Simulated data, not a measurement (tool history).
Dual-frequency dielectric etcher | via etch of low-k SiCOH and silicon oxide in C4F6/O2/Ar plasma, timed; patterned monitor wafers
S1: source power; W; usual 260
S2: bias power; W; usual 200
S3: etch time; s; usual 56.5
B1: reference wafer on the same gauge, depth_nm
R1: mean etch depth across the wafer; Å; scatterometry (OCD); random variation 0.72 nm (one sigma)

run,day,S1,S2,S3,B1,R1
1,0,240,200,44.5,144.9,1057
2,1.062,240,200,44.5,145.2,1050
3,1.821,260,227,56.5,145,1386
4,3.058,230,200,56.5,144.6,1319
5,3.858,230,200,56.5,145,1311
6,4.471,230,200,56.5,145,1301
7,5.658,260,200,51,144.9,1229
# day 6.308: bias power generator calibrated
8,7.129,260,200,56.5,145.3,1344
# day 7.708: source power generator calibrated
# day 8.846: upper electrode replaced, of another model than before
9,8.867,310,169,66.5,145.4,1564

Run 10 comes next. What will it give?
10,9.304,220,232,56.5,?,?

B1: 145
R1: 1363 Å
Without the tool's hidden state the same run would have given R1 1409 Å.

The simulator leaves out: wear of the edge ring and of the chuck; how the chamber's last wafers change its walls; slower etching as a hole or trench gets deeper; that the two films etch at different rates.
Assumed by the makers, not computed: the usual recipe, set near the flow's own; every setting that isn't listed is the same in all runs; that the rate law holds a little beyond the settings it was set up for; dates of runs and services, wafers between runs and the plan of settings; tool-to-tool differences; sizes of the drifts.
